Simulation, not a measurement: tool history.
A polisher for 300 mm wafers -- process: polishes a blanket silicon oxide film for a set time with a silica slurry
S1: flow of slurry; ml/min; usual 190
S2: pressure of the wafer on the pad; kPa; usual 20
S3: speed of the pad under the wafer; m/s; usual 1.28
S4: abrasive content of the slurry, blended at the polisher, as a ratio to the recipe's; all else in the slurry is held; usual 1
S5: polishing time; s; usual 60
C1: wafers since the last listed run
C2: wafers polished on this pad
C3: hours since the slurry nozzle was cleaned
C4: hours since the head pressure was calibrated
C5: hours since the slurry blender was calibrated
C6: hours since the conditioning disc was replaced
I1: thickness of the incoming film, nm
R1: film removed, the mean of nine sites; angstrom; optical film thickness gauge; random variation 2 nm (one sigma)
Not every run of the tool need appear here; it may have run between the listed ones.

Run 1, hour 0: usual settings; C1 0; C2 821; C3 535.1; C4 271; C5 371.9; C6 48.4; I1 772.1. Result: R1 1761 angstrom.
Run 2, hour 12.8: usual settings; C1 110; C2 931; C3 547.9; C4 283.8; C5 384.7; C6 61.2; I1 791.8. Result: R1 1756 angstrom.
At hour 63.4: slurry blender recalibrated.
At hour 65.4: worn pad replaced by a new one.
Run 3, hour 65.9: usual settings; C1 421; C2 4; C3 601; C4 336.9; C5 2.5; C6 114.3; I1 774.9. Result: R1 1736 angstrom.
At hour 98.4: conditioning disc replaced and pad reconditioned.
Run 4, hour 98.9: usual settings but S4 0.9; C1 266; C2 270; C3 634; C4 369.9; C5 35.5; C6 0.5; I1 790.2. Result: R1 1651 angstrom.
Run 5, hour 123.6: usual settings; C1 212; C2 483; C3 658.7; C4 394.6; C5 60.2; C6 25.2; I1 781.8. Result: R1 1749 angstrom.
Run 6, hour 143.9: usual settings; C1 174; C2 657; C3 679; C4 414.9; C5 80.5; C6 45.5; I1 782.6. Result: R1 1762 angstrom.
Run 7, hour 176.6: usual settings but S3 1.02 m/s; C1 281; C2 938; C3 711.7; C4 447.6; C5 113.2; C6 78.2; I1 772.9. Result: R1 1548 angstrom.
Run 8, hour 200.1: usual settings; C1 201; C2 1140; C3 735.2; C4 471.1; C5 136.7; C6 101.7; I1 775.1. Result: R1 1793 angstrom.
Run 9, hour 224.1: usual settings but S4 1.1, S5 48 s; C1 206; C2 1346; C3 759.2; C4 495.1; C5 160.7; C6 125.7; I1 790.8. Result: R1 1450 angstrom.
At hour 244.2: worn pad replaced by a new one.
Run 10, hour 248.7: usual settings but S5 54 s; C1 177; C2 38; C3 783.8; C4 519.7; C5 185.3; C6 150.3; I1 784.8. Result: R1 1581 angstrom.
Run 11, hour 278.5: usual settings but S1 170 ml/min, S3 1.06 m/s; C1 256; C2 294; C3 813.6; C4 549.5; C5 215.1; C6 180.1; I1 785.8. Result: R1 1585 angstrom.
At hour 286.2: conditioning disc replaced and pad reconditioned.
At hour 313.9: slurry nozzle cleaned.
At hour 339.1: head pressure recalibrated.
Run 12, hour 353.6: usual settings but S4 1.25, S5 42 s; C1 602; C2 897; C3 39.7; C4 14.5; C5 290.2; C6 67.4; I1 775.1. Result: R1 1341 angstrom.
Run 13, hour 388.3: usual settings but S2 24.8 kPa, S3 1.68 m/s; C1 298; C2 1195; C3 74.4; C4 49.2; C5 324.9; C6 102.1; I1 776.3. Result: R1 2396 angstrom.
At hour 392.5: worn pad replaced by a new one.
Run 14, hour 405.2: usual settings; C1 110; C2 109; C3 91.3; C4 66.1; C5 341.8; C6 119; I1 786.2. Result: R1 1699 angstrom.
At hour 417.6: slurry blender recalibrated.
Run 15, hour 426.3: usual settings but S1 220 ml/min, S5 71 s; C1 164; C2 273; C3 112.4; C4 87.2; C5 8.7; C6 140.1; I1 776. Result: R1 2083 angstrom.
At hour 449.3: conditioning disc replaced and pad reconditioned.
Run 16, hour 454.2: usual settings; C1 222; C2 495; C3 140.3; C4 115.1; C5 36.6; C6 4.9; I1 782.8. Result: R1 1699 angstrom.
Run 17, hour 477.2: usual settings but S1 160 ml/min, S3 0.92 m/s; C1 197; C2 693; C3 163.3; C4 138.1; C5 59.6; C6 27.9; I1 771.3. Result: R1 1348 angstrom.
Run 18, hour 491.2: usual settings; C1 120; C2 813; C3 177.3; C4 152.1; C5 73.6; C6 41.9; I1 786.8. Result: R1 1688 angstrom.
Run 19, hour 509.1: usual settings but S1 230 ml/min, S2 23.4 kPa, S5 40 s; C1 153; C2 967; C3 195.2; C4 170; C5 91.5; C6 59.8; I1 783.8. Result: R1 1363 angstrom.
Run 20, hour 526.4: usual settings but S4 0.8; C1 148; C2 1116; C3 212.5; C4 187.3; C5 108.8; C6 77.1; I1 778.2. Result: R1 1519 angstrom.
Run 21, hour 550.9: usual settings but S1 230 ml/min, S2 25.5 kPa, S3 1.16 m/s, S5 79 s; C1 210; C2 1327; C3 237; C4 211.8; C5 133.3; C6 101.6; I1 782.7. Result: R1 2730 angstrom.
At hour 556.1: worn pad replaced by a new one.
Run 22, hour 570.1: usual settings but S2 16.5 kPa, S3 1.62 m/s; C1 130; C2 120; C3 256.2; C4 231; C5 152.5; C6 120.8; I1 767.1. Result: R1 1753 angstrom.
Run 23, hour 596: usual settings but S4 0.85, S5 69 s; C1 222; C2 343; C3 282.1; C4 256.9; C5 178.4; C6 146.7; I1 780.8. Result: R1 1835 angstrom.
At hour 603: conditioning disc replaced and pad reconditioned.
Run 24, hour 616: usual settings but S4 0.75; C1 154; C2 497; C3 302.1; C4 276.9; C5 198.4; C6 13; I1 787.2. Result: R1 1481 angstrom.

Each row is a separate what-if for the run after 24, all from the same tool condition, not one after another. Results?
Run A, hour 616.4: usual settings but S3 1.5 m/s; C1 3; C2 501; C3 302.5; C4 277.3; C5 198.8; C6 13.4; I1 778.1. Result: R1 ?.
Run B, hour 616.4: usual settings but S2 22.8 kPa, S3 1.42 m/s, S4 1.1; C1 3; C2 501; C3 302.5; C4 277.3; C5 198.8; C6 13.4; I1 778.1. Result: R1 ?.
Run C, hour 616.4: usual settings but S2 14.5 kPa; C1 3; C2 501; C3 302.5; C4 277.3; C5 198.8; C6 13.4; I1 778.1. Result: R1 ?.
Run D, hour 616.4: usual settings but S5 76 s; C1 3; C2 501; C3 302.5; C4 277.3; C5 198.8; C6 13.4; I1 778.1. Result: R1 ?.
Run E, hour 616.4: usual settings but S3 1.12 m/s; C1 3; C2 501; C3 302.5; C4 277.3; C5 198.8; C6 13.4; I1 778.1. Result: R1 ?.

run    R1
  A  1956
  B  2207
  C  1383
  D  2253
  E  1646
Without the tool's unlogged condition, the same runs would have read:
run    R1
  A  1888
  B  2130
  C  1335
  D  2174
  E  1589
